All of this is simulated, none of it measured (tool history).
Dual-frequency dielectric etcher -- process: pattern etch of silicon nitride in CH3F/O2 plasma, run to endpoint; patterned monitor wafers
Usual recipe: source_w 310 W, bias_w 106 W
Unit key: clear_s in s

run   hour  source_w  bias_w  incoming incoming film thickness, nm  clear_s
  1    0.0       310     122                                  94.9    112.6
  2   48.8       310     122                                  93.9    112.8
      79.7  -- wet clean of the chamber
  3   99.4       310     122                                  93.8    107.3
  4  206.7       310     106                                  92.8    110.6
  5  318.6       310     106                                  94.5    115.2
  6  378.2       310     106                                  94.0    115.7
     473.2  -- wet clean of the chamber
  7  473.7       310     106                                  94.4    112.2
     609.8  -- source power generator calibrated
  8  613.0       360     122                                  93.2    101.8
     680.0  -- bias power generator calibrated
  9  702.8       310     122                                  93.5    109.2
     738.0  -- upper electrode replaced
 10  809.0       240     106                                  93.6    128.7
 11  845.3       280     129                                  92.5    112.5
     894.9  -- wet clean of the chamber
 12  895.4       350     114                                  93.8    104.4
 13  948.8       260      93                                  94.0    126.3
 14  991.2       310     106                                  93.7    113.3

Some steps in clear_s between neighbouring runs. How much of each would the tool show without its hidden state too (settings, what came in, random variation), and how much is left for the hidden state, with any gauge scatter that isn't in both results?
Hidden state present: etch rate over this chamber's usual, %; source power that arrives over what is set, %; bias power that arrives over what is set, %.
Run 2 -> 3: wet clean of the chamber. clear_s -5.5 s: hidden state -5.5, all else +0.0.
Run 12 -> 13: source_w 350 -> 260, bias_w 114 -> 93. clear_s +21.9 s: hidden state +0.8, all else +21.1.

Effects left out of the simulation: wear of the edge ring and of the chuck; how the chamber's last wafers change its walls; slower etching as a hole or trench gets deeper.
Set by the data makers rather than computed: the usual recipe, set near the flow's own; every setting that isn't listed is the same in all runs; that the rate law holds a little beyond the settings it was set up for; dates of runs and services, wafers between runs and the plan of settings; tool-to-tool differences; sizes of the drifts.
